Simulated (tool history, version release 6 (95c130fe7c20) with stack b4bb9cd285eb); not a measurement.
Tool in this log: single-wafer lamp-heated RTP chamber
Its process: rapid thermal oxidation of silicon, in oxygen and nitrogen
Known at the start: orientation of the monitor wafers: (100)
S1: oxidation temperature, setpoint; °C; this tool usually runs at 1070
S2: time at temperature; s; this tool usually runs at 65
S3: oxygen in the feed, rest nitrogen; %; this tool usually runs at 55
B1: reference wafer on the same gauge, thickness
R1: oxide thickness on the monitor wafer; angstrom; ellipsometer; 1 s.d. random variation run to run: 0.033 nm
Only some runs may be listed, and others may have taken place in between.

run   hour    S1  S2  S3     B1      R1
  1      0  1070  65  55  9.043   94.29
  2   34.6  1070  65  55   9.05   95.14
  3   61.4  1070  65  55  9.044   96.03
  4   86.5  1070  65  55   9.05   96.29
  5  110.8  1055  65  55  9.053   87.99
  6  125.8  1055  65  55  9.051   88.85
     137.1  -- pyrometer window cleaned and pyrometer calibrated
  7  147.1  1070  65  55  9.049   94.72
  8  179.6  1070  65  55  9.046   95.83
       190  -- oxygen flow controller replaced
  9  205.7  1070  65  55  9.048   96.05
 10  229.6  1042  48  40  9.041   62.35
 11  246.5  1070  65  55  9.059   97.25
 12  262.6  1050  65  84  9.052   99.53
     281.5  -- pyrometer window cleaned and pyrometer calibrated
 13    282  1070  82  75  9.053  116.42
     304.7  -- gauge calibrated
 14  315.8  1056  65  38  9.048   75.74
 15  332.7  1093  44  55  9.043   93.48
 16  345.2  1070  65  55  9.047   96.59
 17  377.1  1061  65  75  9.057  102.16
 18  389.9  1070  65  44  9.045   89.16

Below are 3 alternative next runs, each starting from the tool's condition after run 18. Predict each:
  A  390.3  1052  65  55   ?   ?
  B  390.3  1051  81  42   ?   ?
  C  390.3  1061  90  30   ?   ?

run     B1     R1
  A  9.051  86.17
  B  9.051  85.79
  C  9.051  85.34
With the hidden condition removed and each run's random variation left untouched, the same runs would have given:
run     R1
  A  83.23
  B  82.87
  C  82.49

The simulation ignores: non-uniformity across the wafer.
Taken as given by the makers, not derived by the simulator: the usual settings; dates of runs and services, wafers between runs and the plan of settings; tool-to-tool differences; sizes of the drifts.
